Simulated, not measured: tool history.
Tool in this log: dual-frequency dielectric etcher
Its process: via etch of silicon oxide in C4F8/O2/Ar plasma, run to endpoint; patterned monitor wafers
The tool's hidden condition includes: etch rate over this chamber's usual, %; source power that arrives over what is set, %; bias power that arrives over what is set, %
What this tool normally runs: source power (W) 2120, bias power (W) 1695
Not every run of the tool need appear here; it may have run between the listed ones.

run,hour,source power (W),bias power (W),wafers since the last listed run,hours since the last wet clean,hours since the last source power generator calibration,hours since the last bias power generator calibration,hours since the last upper electrode change,"incoming incoming film thickness, nm",endpoint time (s)
1,0,2370,1447,0,18.4,3914.2,4808.5,3073.9,1537.3,305.6
2,18,2370,1447,141,36.4,3932.2,4826.5,3091.9,1538.7,303.9
3,42.1,2120,1695,189,60.5,3956.3,4850.6,3116,1520.9,300.4
4,60.8,2120,1695,146,79.2,3975,4869.3,3134.7,1508.8,300.8
5,88.5,2010,2029,217,106.9,4002.7,4897,3162.4,1527.3,293.3
6,104.5,2010,2029,125,122.9,4018.7,4913,3178.4,1542.3,291.1
7,163.6,2010,2029,464,182,4077.8,4972.1,3237.5,1525.1,289.5
8,188.9,2120,1366,198,207.3,4103.1,4997.4,3262.8,1522.6,313.1
9,211.7,2120,1695,179,230.1,4125.9,5020.2,3285.6,1522.1,301.2
10,225.7,2120,1695,110,244.1,4139.9,5034.2,3299.6,1538.2,301.1
11,250.3,2120,1695,193,268.7,4164.5,5058.8,3324.2,1534.1,299.8
# hour 279.2: upper electrode replaced
12,279.7,2500,1695,42,298.1,4193.9,5088.2,0.5,1508.4,277.5
13,282.9,2500,1695,25,301.3,4197.1,5091.4,3.7,1524,280.1
14,304.7,2500,1695,171,323.1,4218.9,5113.2,25.5,1523.7,278.3
15,334.3,2120,1695,232,352.7,4248.5,5142.8,55.1,1522.2,295.8
16,354.4,2520,1509,157,372.8,4268.6,5162.9,75.2,1529.8,285
# hour 372.7: source power generator calibrated
17,380.8,2120,1695,176,399.2,8.1,5189.3,101.6,1530.8,297.9
18,414.2,1870,1889,262,432.6,41.5,5222.7,135,1537,298.8
# hour 425: bias power generator calibrated
19,434.8,2120,1695,130,453.2,62.1,9.8,155.6,1521.2,292
20,453,2320,1461,143,471.4,80.3,28,173.8,1545.7,299.9
21,467.1,2500,1334,110,485.5,94.4,42.1,187.9,1518.5,295
22,493.8,2120,1695,209,512.2,121.1,68.8,214.6,1526.6,293.3
# hour 523.5: wet clean of the chamber
23,524,2450,1976,48,0.5,151.3,99,244.8,1519.4,275.4
24,524.4,1900,1357,3,0.9,151.7,99.4,245.2,1513.2,331.4
25,544.9,2310,1464,161,21.4,172.2,119.9,265.7,1532.7,303
26,578.9,2120,1514,267,55.4,206.2,153.9,299.7,1513.2,311
27,604.4,2490,1998,200,80.9,231.7,179.4,325.2,1520.7,269.6
28,625.4,1690,1832,165,101.9,252.7,200.4,346.2,1512.4,316.5
29,645.9,2560,1357,161,122.4,273.2,220.9,366.7,1526,297.4
30,672.5,2560,1357,209,149,299.8,247.5,393.3,1521.8,294.2

The tool's hidden state at each run:
source power that arrives over what is set, %: 0 in every run
bias power that arrives over what is set, %: 0 in every run
H1: etch rate over this chamber's usual, %
run,H1
1,0.248
2,0.378
3,0.553
4,0.688
5,0.889
6,1.01
7,1.43
8,1.62
9,1.78
10,1.88
11,2.06
12,2.28
13,2.3
14,2.46
15,2.67
16,2.82
17,3.01
18,3.25
19,3.4
20,3.53
21,3.63
22,3.83
23,0.353
24,0.356
25,0.504
26,0.751
27,0.936
28,1.09
29,1.24
30,1.43
